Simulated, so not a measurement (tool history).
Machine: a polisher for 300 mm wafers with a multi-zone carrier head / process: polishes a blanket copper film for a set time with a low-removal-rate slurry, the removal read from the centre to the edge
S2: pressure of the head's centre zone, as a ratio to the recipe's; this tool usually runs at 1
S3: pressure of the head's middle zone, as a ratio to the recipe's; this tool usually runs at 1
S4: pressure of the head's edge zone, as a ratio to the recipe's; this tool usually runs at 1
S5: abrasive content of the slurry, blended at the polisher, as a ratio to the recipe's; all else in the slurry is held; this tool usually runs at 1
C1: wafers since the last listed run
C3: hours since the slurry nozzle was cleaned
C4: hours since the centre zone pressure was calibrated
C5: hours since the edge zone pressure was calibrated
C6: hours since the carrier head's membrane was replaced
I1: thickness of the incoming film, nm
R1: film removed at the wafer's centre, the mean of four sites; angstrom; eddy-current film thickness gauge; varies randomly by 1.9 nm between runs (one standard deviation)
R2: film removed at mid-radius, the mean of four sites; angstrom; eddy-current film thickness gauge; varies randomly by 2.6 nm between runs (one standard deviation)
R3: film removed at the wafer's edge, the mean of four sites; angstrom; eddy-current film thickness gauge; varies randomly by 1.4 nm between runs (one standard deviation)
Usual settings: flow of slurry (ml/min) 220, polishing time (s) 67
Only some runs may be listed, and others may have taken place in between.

{"run": 1, "hour": 0.0, "flow of slurry (ml/min)": 220, "S2": 1, "S3": 1, "S4": 0.96, "S5": 1, "polishing time (s)": 67, "C1": 0, "wafers polished on this pad": 580, "C3": 131.7, "C4": 556.5, "C5": 925.6, "C6": 289.2, "I1": 1053.8, "R1": 1969, "R2": 2010, "R3": 1933}
{"hour": 0.0, "done": "edge zone pressure recalibrated"}
{"run": 2, "hour": 71.6, "flow of slurry (ml/min)": 220, "S2": 1, "S3": 1, "S4": 1, "S5": 1, "polishing time (s)": 73, "C1": 591, "wafers polished on this pad": 1172, "C3": 203.3, "C4": 628.1, "C5": 71.6, "C6": 360.8, "I1": 1050.7, "R1": 2103, "R2": 2177, "R3": 2095}
{"hour": 116.6, "done": "slurry nozzle cleaned"}
{"hour": 118.1, "done": "worn pad replaced by a new one"}
{"run": 3, "hour": 140.1, "flow of slurry (ml/min)": 220, "S2": 1, "S3": 1, "S4": 1, "S5": 1, "polishing time (s)": 73, "C1": 545, "wafers polished on this pad": 181, "C3": 23.5, "C4": 696.6, "C5": 140.1, "C6": 429.3, "I1": 1049.2, "R1": 2124, "R2": 2138, "R3": 2123}
{"run": 4, "hour": 204.9, "flow of slurry (ml/min)": 220, "S2": 1, "S3": 1, "S4": 1, "S5": 1, "polishing time (s)": 67, "C1": 535, "wafers polished on this pad": 717, "C3": 88.3, "C4": 761.4, "C5": 204.9, "C6": 494.1, "I1": 1034.9, "R1": 1929, "R2": 2038, "R3": 1960}
{"hour": 295.1, "done": "worn pad replaced by a new one"}
{"run": 5, "hour": 300.9, "flow of slurry (ml/min)": 220, "S2": 1, "S3": 1, "S4": 1, "S5": 1, "polishing time (s)": 67, "C1": 760, "wafers polished on this pad": 47, "C3": 184.3, "C4": 857.4, "C5": 300.9, "C6": 590.1, "I1": 1058, "R1": 1963, "R2": 2014, "R3": 1939}
{"hour": 330.5, "done": "carrier head's membrane replaced by a new one"}
{"hour": 359.0, "done": "slurry nozzle cleaned"}
{"run": 6, "hour": 398.2, "flow of slurry (ml/min)": 220, "S2": 1, "S3": 1, "S4": 1, "S5": 1, "polishing time (s)": 67, "C1": 754, "wafers polished on this pad": 802, "C3": 39.2, "C4": 954.7, "C5": 398.2, "C6": 67.7, "I1": 1071, "R1": 1916, "R2": 1935, "R3": 1921}
{"hour": 482.7, "done": "worn pad replaced by a new one"}
{"run": 7, "hour": 491.3, "flow of slurry (ml/min)": 205, "S2": 0.97, "S3": 1, "S4": 1, "S5": 1, "polishing time (s)": 67, "C1": 736, "wafers polished on this pad": 71, "C3": 132.3, "C4": 1047.8, "C5": 491.3, "C6": 160.8, "I1": 1050.7, "R1": 1861, "R2": 2028, "R3": 1954}
{"hour": 591.4, "done": "slurry nozzle cleaned"}
{"run": 8, "hour": 595.2, "flow of slurry (ml/min)": 220, "S2": 1, "S3": 1, "S4": 1, "S5": 1, "polishing time (s)": 73, "C1": 850, "wafers polished on this pad": 922, "C3": 3.8, "C4": 1151.7, "C5": 595.2, "C6": 264.7, "I1": 1051.1, "R1": 2114, "R2": 2153, "R3": 2117}
{"run": 9, "hour": 655.6, "flow of slurry (ml/min)": 275, "S2": 1, "S3": 1, "S4": 1, "S5": 1, "polishing time (s)": 67, "C1": 499, "wafers polished on this pad": 1421, "C3": 64.2, "C4": 1212.1, "C5": 655.6, "C6": 325.1, "I1": 1068.1, "R1": 1940, "R2": 2000, "R3": 1932}
{"hour": 710.3, "done": "worn pad replaced by a new one"}
{"run": 10, "hour": 722.1, "flow of slurry (ml/min)": 220, "S2": 0.88, "S3": 1, "S4": 1, "S5": 1, "polishing time (s)": 60, "C1": 516, "wafers polished on this pad": 97, "C3": 130.7, "C4": 1278.6, "C5": 722.1, "C6": 391.6, "I1": 1066.6, "R1": 1545, "R2": 1842, "R3": 1759}
{"hour": 741.2, "done": "centre zone pressure recalibrated"}
{"run": 11, "hour": 770.8, "flow of slurry (ml/min)": 220, "S2": 1.06, "S3": 1, "S4": 1, "S5": 1, "polishing time (s)": 56, "C1": 386, "wafers polished on this pad": 483, "C3": 179.4, "C4": 29.6, "C5": 770.8, "C6": 440.3, "I1": 1055, "R1": 1718, "R2": 1671, "R3": 1644}
{"hour": 773.0, "done": "edge zone pressure recalibrated"}
{"run": 12, "hour": 868.3, "flow of slurry (ml/min)": 220, "S2": 1, "S3": 1, "S4": 1, "S5": 1, "polishing time (s)": 74, "C1": 789, "wafers polished on this pad": 1273, "C3": 276.9, "C4": 127.1, "C5": 95.3, "C6": 537.8, "I1": 1049.8, "R1": 2096, "R2": 2150, "R3": 2126}
{"hour": 876.3, "done": "slurry nozzle cleaned"}
{"hour": 942.0, "done": "worn pad replaced by a new one"}
{"run": 13, "hour": 972.8, "flow of slurry (ml/min)": 220, "S2": 0.88, "S3": 1, "S4": 0.95, "S5": 1, "polishing time (s)": 44, "C1": 822, "wafers polished on this pad": 254, "C3": 96.5, "C4": 231.6, "C5": 199.8, "C6": 642.3, "I1": 1060.3, "R1": 1143, "R2": 1303, "R3": 1257}
{"hour": 1018.8, "done": "carrier head's membrane replaced by a new one"}
{"run": 14, "hour": 1019.1, "flow of slurry (ml/min)": 190, "S2": 1, "S3": 0.91, "S4": 0.96, "S5": 1, "polishing time (s)": 73, "C1": 341, "wafers polished on this pad": 595, "C3": 142.8, "C4": 277.9, "C5": 246.1, "C6": 0.3, "I1": 1069.5, "R1": 2080, "R2": 1942, "R3": 2037}

Across each entry between runs, compare the hidden state at the last listed run before it with the hidden state at the first listed run after it:
Between runs 1 and 2: edge zone pressure recalibrated (hour 0)
  removal rate lost through wear of the pad, %: 0.76 -> 2.85
  what was measured, less what the result would be without the hidden state, R1: -15 -> -62 angstrom; R2: -16 -> -64 angstrom; R3: -15 -> -62 angstrom
Between runs 2 and 3: slurry nozzle cleaned (hour 116.6); worn pad replaced by a new one (hour 118.1)
  removal rate lost through wear of the pad, %: 2.85 -> 0.483
  what was measured, less what the result would be without the hidden state, R1: -62 -> -10 angstrom; R2: -64 -> -11 angstrom; R3: -62 -> -11 angstrom
Between runs 4 and 5: worn pad replaced by a new one (hour 295.1)
  removal rate lost through wear of the pad, %: 1.44 -> 0.89
  what was measured, less what the result would be without the hidden state, R1: -29 -> -17 angstrom; R2: -29 -> -18 angstrom; R3: -28 -> -17 angstrom
Between runs 5 and 6: carrier head's membrane replaced by a new one (hour 330.5); slurry nozzle cleaned (hour 359)
  removal rate lost through wear of the pad, %: 0.89 -> 2.32
  what was measured, less what the result would be without the hidden state, R1: -17 -> -46 angstrom; R2: -18 -> -46 angstrom; R3: -17 -> -46 angstrom
Between runs 6 and 7: worn pad replaced by a new one (hour 482.7)
  removal rate lost through wear of the pad, %: 2.32 -> 0.303
  what was measured, less what the result would be without the hidden state, R1: -46 -> -5 angstrom; R2: -46 -> -7 angstrom; R3: -46 -> -6 angstrom
Between runs 7 and 8: slurry nozzle cleaned (hour 591.4)
  removal rate lost through wear of the pad, %: 0.303 -> 2.01
  what was measured, less what the result would be without the hidden state, R1: -5 -> -44 angstrom; R2: -7 -> -44 angstrom; R3: -6 -> -44 angstrom
Between runs 9 and 10: worn pad replaced by a new one (hour 710.3)
  removal rate lost through wear of the pad, %: 4.34 -> 0.312
  what was measured, less what the result would be without the hidden state, R1: -88 -> -5 angstrom; R2: -91 -> -6 angstrom; R3: -88 -> -5 angstrom
Between runs 10 and 11: centre zone pressure recalibrated (hour 741.2)
  removal rate lost through wear of the pad, %: 0.312 -> 0.789
  what was measured, less what the result would be without the hidden state, R1: -5 -> -14 angstrom; R2: -6 -> -14 angstrom; R3: -5 -> -13 angstrom
Between runs 11 and 12: edge zone pressure recalibrated (hour 773)
  removal rate lost through wear of the pad, %: 0.789 -> 3.67
  what was measured, less what the result would be without the hidden state, R1: -14 -> -80 angstrom; R2: -14 -> -82 angstrom; R3: -13 -> -81 angstrom
Between runs 12 and 13: slurry nozzle cleaned (hour 876.3); worn pad replaced by a new one (hour 942)
  removal rate lost through wear of the pad, %: 3.67 -> 0.654
  what was measured, less what the result would be without the hidden state, R1: -80 -> -7 angstrom; R2: -82 -> -8 angstrom; R3: -81 -> -8 angstrom
Between runs 13 and 14: carrier head's membrane replaced by a new one (hour 1018.8)
  removal rate lost through wear of the pad, %: 0.654 -> 1.33
  what was measured, less what the result would be without the hidden state, R1: -7 -> -28 angstrom; R2: -8 -> -26 angstrom; R3: -8 -> -27 angstrom
